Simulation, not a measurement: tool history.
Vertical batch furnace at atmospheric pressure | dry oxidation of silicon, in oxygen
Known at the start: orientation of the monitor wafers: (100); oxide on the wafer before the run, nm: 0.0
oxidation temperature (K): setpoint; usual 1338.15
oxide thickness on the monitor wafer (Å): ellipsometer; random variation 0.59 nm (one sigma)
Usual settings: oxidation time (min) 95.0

run	hour	oxidation temperature (K)	oxidation time (min)	read-back reference wafer on the same gauge, thickness	oxide thickness on the monitor wafer (Å)
1	0.0	1326.15	95.0	95.34	991.8
2	98.1	1326.15	95.0	95.25	991.7
3	202.7	1326.15	95.0	94.98	990.7
4	414.6	1338.15	95.0	94.97	1094.6
5	507.3	1333.15	95.0	94.66	1053.7
6	573.3	1333.15	95.0	94.92	1046.4
7	617.6	1338.15	67.0	94.72	868.7
8	668.9	1338.15	67.0	94.92	876.5
9	768.5	1338.15	67.0	94.98	873.9
10	871.6	1338.15	95.0	95.17	1082.1
# hour 1050.2: boat lift adjusted
11	1067.6	1338.15	126.0	94.86	1331.9
12	1111.6	1338.15	126.0	95.15	1349.2
13	1188.5	1338.15	126.0	94.96	1342.2
14	1255.4	1338.15	95.0	94.85	1110.0
15	1357.0	1338.15	95.0	94.81	1117.8
16	1421.1	1338.15	95.0	95.02	1126.0
# hour 1428.5: gauge calibrated
17	1464.8	1338.15	95.0	94.88	1117.6
18	1544.5	1338.15	95.0	95.05	1125.6
19	1702.2	1345.15	82.5	95.08	1074.4
20	1769.0	1338.15	95.0	95.04	1116.3
21	1852.8	1325.15	95.0	94.78	1010.9
22	1913.9	1338.15	112.0	95.05	1237.1
23	1959.8	1338.15	95.0	94.66	1115.9
24	2025.5	1317.15	61.5	95.10	718.9
25	2073.9	1338.15	110.5	94.86	1233.0
26	2156.8	1338.15	95.0	95.27	1117.5
27	2263.6	1346.15	95.0	94.94	1199.3
28	2309.3	1319.15	50.5	94.99	638.2
29	2355.4	1327.15	115.0	95.09	1149.5
30	2425.6	1346.15	134.5	95.04	1479.9
31	2523.7	1313.15	127.0	95.04	1101.0
# hour 2553.7: thermocouples replaced and temperature profile calibrated
32	2806.5	1360.15	52.0	95.17	904.4
33	2860.1	1338.15	95.0	95.00	1119.4
34	2914.4	1338.15	95.0	95.23	1124.4
35	2999.6	1354.15	111.0	94.81	1384.0
36	3063.5	1338.15	95.0	95.21	1115.0
37	3168.2	1358.15	79.0	95.04	1155.5
38	3256.1	1338.15	140.0	94.94	1433.7
39	3456.2	1346.15	133.0	94.76	1452.5
40	3545.6	1338.15	95.0	95.07	1102.1

Forecast each of these 3 alternatives for the next run:
A	3551.6	1338.15	95.0	?	?
B	3551.6	1338.15	57.0	?	?
C	3551.6	1338.15	124.0	?	?

run	read-back reference wafer on the same gauge, thickness	oxide thickness on the monitor wafer (Å)
A	94.91	1102.4
B	94.91	794.2
C	94.91	1308.4
Without the tool's hidden state the same runs would have given:
run	oxide thickness on the monitor wafer (Å)
A	1120.0
B	807.4
C	1328.8

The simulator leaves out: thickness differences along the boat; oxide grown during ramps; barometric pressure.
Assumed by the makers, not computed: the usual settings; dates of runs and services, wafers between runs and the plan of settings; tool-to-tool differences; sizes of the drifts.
